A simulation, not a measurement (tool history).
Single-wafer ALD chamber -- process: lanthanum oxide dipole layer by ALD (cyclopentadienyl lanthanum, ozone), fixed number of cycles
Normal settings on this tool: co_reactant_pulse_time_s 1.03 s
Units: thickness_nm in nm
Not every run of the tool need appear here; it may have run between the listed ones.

run	hour	co_reactant_pulse_time_s	read-back reference wafer on the same gauge, thickness_nm	thickness_nm
1	0.0	1.17	0.515	0.527
2	15.8	1.17	0.515	0.531
3	26.7	1.29	0.515	0.538
4	32.7	1.29	0.515	0.538
5	47.8	1.29	0.516	0.541
6	60.6	1.03	0.514	0.513
7	76.2	1.03	0.515	0.514
8	88.8	1.03	0.515	0.512
9	100.2	1.15	0.515	0.526
10	108.5	1.03	0.514	0.512
11	125.5	1.20	0.515	0.530
12	132.3	1.20	0.515	0.531
13	139.4	1.03	0.515	0.512
14	153.7	1.03	0.515	0.514
15	160.2	1.03	0.515	0.514
16	174.7	1.03	0.515	0.516
17	191.1	0.89	0.515	0.493
18	202.9	0.62	0.515	0.443
19	222.0	0.64	0.515	0.449
20	260.4	1.36	0.515	0.542
21	273.8	0.88	0.515	0.491
22	282.5	1.37	0.515	0.546
23	291.7	1.16	0.515	0.528
24	307.1	1.03	0.515	0.512
25	326.2	1.19	0.515	0.534
26	336.1	1.03	0.515	0.512
27	342.8	0.91	0.515	0.500
28	349.5	1.03	0.515	0.514
29	363.5	1.43	0.515	0.547
30	393.4	1.38	0.516	0.546
31	401.5	0.70	0.516	0.460
32	408.2	1.03	0.515	0.514
33	417.1	0.84	0.515	0.488
34	431.6	0.87	0.514	0.490
35	438.2	1.25	0.516	0.535

Missing from the log above: 4 entries noted between runs. For each, name the pair of listed runs it sits between and say how the tool's hidden condition differs from the listed run just before to the listed run just after:
Run 18 -> run 19: gauge calibrated (hour 215.6); ozone generator serviced (hour 221.5)
  the hidden state is the same at both runs
Run 20 -> run 21: thermocouple changed; heater temperature recalibrated (hour 268.7)
  the hidden state is the same at both runs
Run 24 -> run 25: showerhead replaced (hour 325.7)
  the hidden state is the same at both runs

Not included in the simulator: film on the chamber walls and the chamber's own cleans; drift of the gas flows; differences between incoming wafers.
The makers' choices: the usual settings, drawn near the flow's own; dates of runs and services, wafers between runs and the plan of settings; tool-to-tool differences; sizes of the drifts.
